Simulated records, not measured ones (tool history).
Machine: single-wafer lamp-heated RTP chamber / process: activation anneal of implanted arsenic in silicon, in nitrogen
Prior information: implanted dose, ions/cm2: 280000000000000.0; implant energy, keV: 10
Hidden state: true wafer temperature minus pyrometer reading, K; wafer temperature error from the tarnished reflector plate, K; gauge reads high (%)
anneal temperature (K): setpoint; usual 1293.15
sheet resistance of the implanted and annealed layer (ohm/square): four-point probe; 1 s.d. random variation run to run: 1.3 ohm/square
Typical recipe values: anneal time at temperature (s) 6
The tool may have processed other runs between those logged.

run,day,anneal temperature (K),anneal time at temperature (s),wafers since the last listed run,wafers since the last pyrometer calibration,wafers since the reflector plate was cleaned,hours since the gauge calibration,"read-back reference wafer on the same gauge, sheet resistance",sheet resistance of the implanted and annealed layer (ohm/square)
1,0.000,1293.15,9,0,8062,3692,414.3,416.52,345.67
# day 0.925: pyrometer window cleaned and pyrometer calibrated
# day 1.471: reflector plate cleaned
2,2.279,1293.15,9,576,365,288,469.0,417.75,345.06
3,3.638,1293.15,9,485,850,774,501.6,417.38,347.40
4,5.888,1293.15,7,804,1654,1578,555.6,417.97,352.30
5,7.271,1293.15,7,494,2149,2072,588.8,418.01,349.51
6,8.829,1293.15,6,556,2706,2629,626.2,418.39,349.00
7,10.862,1293.15,6,726,3432,3356,675.0,418.34,350.22
8,12.062,1293.15,6,428,3861,3785,703.8,418.65,349.92
9,13.650,1293.15,6,567,4428,4352,741.9,418.41,350.53
# day 14.321: reflector plate cleaned
10,15.392,1293.15,6,503,4932,382,783.7,419.18,349.94
11,16.471,1293.15,6,385,5317,768,809.6,419.03,354.39
12,18.200,1293.15,6,617,5935,1386,851.1,419.08,349.64
13,19.542,1293.15,6,479,6415,1865,883.3,419.34,349.67
14,22.271,1293.15,6,975,7390,2841,948.8,419.59,353.18
15,24.496,1293.15,6,795,8186,3636,1002.2,420.10,351.06
# day 24.888: pyrometer window cleaned and pyrometer calibrated
16,25.850,1293.15,6,364,344,4001,1034.7,419.43,352.57

Run 17 comes next. What will it give?
# day 27.050: reflector plate cleaned
17,27.071,1267.15,3,317,661,7,1064.0,?,?

read-back reference wafer on the same gauge, sheet resistance: 419.63
sheet resistance of the implanted and annealed layer (ohm/square): 358.55
Were there no unlogged condition in the tool, this run, its random variation unchanged, would have produced sheet resistance of the implanted and annealed layer (ohm/square) 348.56.
